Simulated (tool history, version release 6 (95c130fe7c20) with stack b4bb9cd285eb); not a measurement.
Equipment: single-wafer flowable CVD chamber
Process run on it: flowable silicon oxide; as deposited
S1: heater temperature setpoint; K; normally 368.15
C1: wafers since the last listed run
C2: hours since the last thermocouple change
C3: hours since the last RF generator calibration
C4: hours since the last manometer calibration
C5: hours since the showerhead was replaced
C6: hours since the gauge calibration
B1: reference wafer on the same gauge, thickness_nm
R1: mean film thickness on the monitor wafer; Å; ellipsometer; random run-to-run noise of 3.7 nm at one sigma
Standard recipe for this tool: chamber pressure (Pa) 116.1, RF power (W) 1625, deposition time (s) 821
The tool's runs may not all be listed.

{"run": 1, "hour": 0.0, "S1": 368.15, "chamber pressure (Pa)": 116.1, "RF power (W)": 1625, "deposition time (s)": 821, "C1": 0, "C2": 1055.9, "C3": 809.2, "C4": 1537.9, "C5": 2282.8, "C6": 508.1, "B1": 536.8, "R1": 6541.1}
{"run": 2, "hour": 66.6, "S1": 359.15, "chamber pressure (Pa)": 116.1, "RF power (W)": 1500, "deposition time (s)": 821, "C1": 154, "C2": 1122.5, "C3": 875.8, "C4": 1604.5, "C5": 2349.4, "C6": 574.7, "B1": 538.068, "R1": 8140.49}
{"run": 3, "hour": 110.7, "S1": 359.15, "chamber pressure (Pa)": 116.1, "RF power (W)": 1500, "deposition time (s)": 821, "C1": 101, "C2": 1166.6, "C3": 919.9, "C4": 1648.6, "C5": 2393.5, "C6": 618.8, "B1": 537.891, "R1": 8141.88}
{"run": 4, "hour": 154.3, "S1": 368.15, "chamber pressure (Pa)": 116.1, "RF power (W)": 1625, "deposition time (s)": 821, "C1": 100, "C2": 1210.2, "C3": 963.5, "C4": 1692.2, "C5": 2437.1, "C6": 662.4, "B1": 538.412, "R1": 6497.27}
{"run": 5, "hour": 223.9, "S1": 368.15, "chamber pressure (Pa)": 116.1, "RF power (W)": 1625, "deposition time (s)": 821, "C1": 160, "C2": 1279.8, "C3": 1033.1, "C4": 1761.8, "C5": 2506.7, "C6": 732.0, "B1": 538.116, "R1": 6535.95}
{"run": 6, "hour": 251.4, "S1": 368.15, "chamber pressure (Pa)": 116.1, "RF power (W)": 1625, "deposition time (s)": 821, "C1": 63, "C2": 1307.3, "C3": 1060.6, "C4": 1789.3, "C5": 2534.2, "C6": 759.5, "B1": 538.651, "R1": 6486.21}
{"run": 7, "hour": 284.2, "S1": 368.15, "chamber pressure (Pa)": 116.1, "RF power (W)": 1625, "deposition time (s)": 821, "C1": 75, "C2": 1340.1, "C3": 1093.4, "C4": 1822.1, "C5": 2567.0, "C6": 792.3, "B1": 538.264, "R1": 6441.25}
{"run": 8, "hour": 310.8, "S1": 368.15, "chamber pressure (Pa)": 116.1, "RF power (W)": 1625, "deposition time (s)": 821, "C1": 61, "C2": 1366.7, "C3": 1120.0, "C4": 1848.7, "C5": 2593.6, "C6": 818.9, "B1": 537.931, "R1": 6433.41}
{"run": 9, "hour": 379.4, "S1": 368.15, "chamber pressure (Pa)": 116.1, "RF power (W)": 1625, "deposition time (s)": 821, "C1": 158, "C2": 1435.3, "C3": 1188.6, "C4": 1917.3, "C5": 2662.2, "C6": 887.5, "B1": 537.598, "R1": 6502.39}
{"run": 10, "hour": 436.7, "S1": 368.15, "chamber pressure (Pa)": 116.1, "RF power (W)": 1625, "deposition time (s)": 821, "C1": 132, "C2": 1492.6, "C3": 1245.9, "C4": 1974.6, "C5": 2719.5, "C6": 944.8, "B1": 537.44, "R1": 6440.62}
{"run": 11, "hour": 493.4, "S1": 368.15, "chamber pressure (Pa)": 116.1, "RF power (W)": 1625, "deposition time (s)": 821, "C1": 131, "C2": 1549.3, "C3": 1302.6, "C4": 2031.3, "C5": 2776.2, "C6": 1001.5, "B1": 538.819, "R1": 6498.82}
{"run": 12, "hour": 553.1, "S1": 368.15, "chamber pressure (Pa)": 116.1, "RF power (W)": 1625, "deposition time (s)": 821, "C1": 138, "C2": 1609.0, "C3": 1362.3, "C4": 2091.0, "C5": 2835.9, "C6": 1061.2, "B1": 538.151, "R1": 6487.54}
{"run": 13, "hour": 610.8, "S1": 368.15, "chamber pressure (Pa)": 116.1, "RF power (W)": 1625, "deposition time (s)": 821, "C1": 133, "C2": 1666.7, "C3": 1420.0, "C4": 2148.7, "C5": 2893.6, "C6": 1118.9, "B1": 538.295, "R1": 6502.94}
{"hour": 671.2, "done": "thermocouple changed; heater temperature recalibrated"}
{"hour": 677.9, "done": "showerhead replaced"}
{"run": 14, "hour": 682.1, "S1": 368.15, "chamber pressure (Pa)": 116.1, "RF power (W)": 1625, "deposition time (s)": 821, "C1": 130, "C2": 10.9, "C3": 1491.3, "C4": 2220.0, "C5": 4.2, "C6": 1190.2, "B1": 538.069, "R1": 6531.78}
{"run": 15, "hour": 710.8, "S1": 368.15, "chamber pressure (Pa)": 116.1, "RF power (W)": 1625, "deposition time (s)": 821, "C1": 66, "C2": 39.6, "C3": 1520.0, "C4": 2248.7, "C5": 32.9, "C6": 1218.9, "B1": 538.279, "R1": 6493.85}
{"hour": 728.3, "done": "RF generator calibrated"}
{"hour": 728.3, "done": "gauge calibrated"}
{"run": 16, "hour": 757.4, "S1": 368.15, "chamber pressure (Pa)": 88.7, "RF power (W)": 1890, "deposition time (s)": 669, "C1": 89, "C2": 86.2, "C3": 29.1, "C4": 2295.3, "C5": 79.5, "C6": 29.1, "B1": 538.083, "R1": 4179.42}
{"run": 17, "hour": 818.1, "S1": 368.15, "chamber pressure (Pa)": 136.4, "RF power (W)": 1625, "deposition time (s)": 821, "C1": 140, "C2": 146.9, "C3": 89.8, "C4": 2356.0, "C5": 140.2, "C6": 89.8, "B1": 538.189, "R1": 7674.41}
{"run": 18, "hour": 883.6, "S1": 382.15, "chamber pressure (Pa)": 97.9, "RF power (W)": 1825, "deposition time (s)": 898, "C1": 151, "C2": 212.4, "C3": 155.3, "C4": 2421.5, "C5": 205.7, "C6": 155.3, "B1": 538.216, "R1": 4113.64}
{"run": 19, "hour": 947.8, "S1": 368.15, "chamber pressure (Pa)": 116.1, "RF power (W)": 1625, "deposition time (s)": 821, "C1": 148, "C2": 276.6, "C3": 219.5, "C4": 2485.7, "C5": 269.9, "C6": 219.5, "B1": 537.658, "R1": 6472.62}
{"hour": 986.2, "done": "capacitance manometer re-zeroed and calibrated"}
{"run": 20, "hour": 991.1, "S1": 368.15, "chamber pressure (Pa)": 116.1, "RF power (W)": 1625, "deposition time (s)": 821, "C1": 81, "C2": 319.9, "C3": 262.8, "C4": 4.9, "C5": 313.2, "C6": 262.8, "B1": 538.791, "R1": 6468.47}
{"run": 21, "hour": 1018.6, "S1": 378.15, "chamber pressure (Pa)": 116.1, "RF power (W)": 1365, "deposition time (s)": 821, "C1": 63, "C2": 347.4, "C3": 290.3, "C4": 32.4, "C5": 340.7, "C6": 290.3, "B1": 538.212, "R1": 4526.91}
{"run": 22, "hour": 1045.0, "S1": 359.15, "chamber pressure (Pa)": 116.1, "RF power (W)": 1500, "deposition time (s)": 821, "C1": 61, "C2": 373.8, "C3": 316.7, "C4": 58.8, "C5": 367.1, "C6": 316.7, "B1": 538.009, "R1": 8147.16}
{"run": 23, "hour": 1105.5, "S1": 368.15, "chamber pressure (Pa)": 92.9, "RF power (W)": 1625, "deposition time (s)": 821, "C1": 139, "C2": 434.3, "C3": 377.2, "C4": 119.3, "C5": 427.6, "C6": 377.2, "B1": 539.368, "R1": 5253.16}
{"run": 24, "hour": 1157.7, "S1": 361.15, "chamber pressure (Pa)": 116.1, "RF power (W)": 1340, "deposition time (s)": 871, "C1": 120, "C2": 486.5, "C3": 429.4, "C4": 171.5, "C5": 479.8, "C6": 429.4, "B1": 537.045, "R1": 7890.94}
{"run": 25, "hour": 1199.9, "S1": 360.15, "chamber pressure (Pa)": 97.1, "RF power (W)": 1420, "deposition time (s)": 739, "C1": 97, "C2": 528.7, "C3": 471.6, "C4": 213.7, "C5": 522.0, "C6": 471.6, "B1": 537.806, "R1": 5812.45}
{"run": 26, "hour": 1264.1, "S1": 364.15, "chamber pressure (Pa)": 136.0, "RF power (W)": 1625, "deposition time (s)": 777, "C1": 148, "C2": 592.9, "C3": 535.8, "C4": 277.9, "C5": 586.2, "C6": 535.8, "B1": 538.144, "R1": 8062.16}
{"run": 27, "hour": 1318.9, "S1": 368.15, "chamber pressure (Pa)": 116.1, "RF power (W)": 1445, "deposition time (s)": 821, "C1": 126, "C2": 647.7, "C3": 590.6, "C4": 332.7, "C5": 641.0, "C6": 590.6, "B1": 537.752, "R1": 6220.18}
{"run": 28, "hour": 1360.9, "S1": 368.15, "chamber pressure (Pa)": 116.1, "RF power (W)": 1870, "deposition time (s)": 978, "C1": 97, "C2": 689.7, "C3": 632.6, "C4": 374.7, "C5": 683.0, "C6": 632.6, "B1": 537.601, "R1": 8068.74}
{"run": 29, "hour": 1412.9, "S1": 364.15, "chamber pressure (Pa)": 136.0, "RF power (W)": 1625, "deposition time (s)": 777, "C1": 120, "C2": 741.7, "C3": 684.6, "C4": 426.7, "C5": 735.0, "C6": 684.6, "B1": 537.694, "R1": 8089.01}

Hidden condition of the tool, last listed run before each entry between runs versus first listed run after:
Between runs 13 and 14: thermocouple changed; heater temperature recalibrated (hour 671.2); showerhead replaced (hour 677.9)
  no hidden state differs between the two runs
Between runs 15 and 16: RF generator calibrated (hour 728.3); gauge calibrated (hour 728.3)
  no hidden state differs between the two runs
Between runs 19 and 20: capacitance manometer re-zeroed and calibrated (hour 986.2)
  no hidden state differs between the two runs
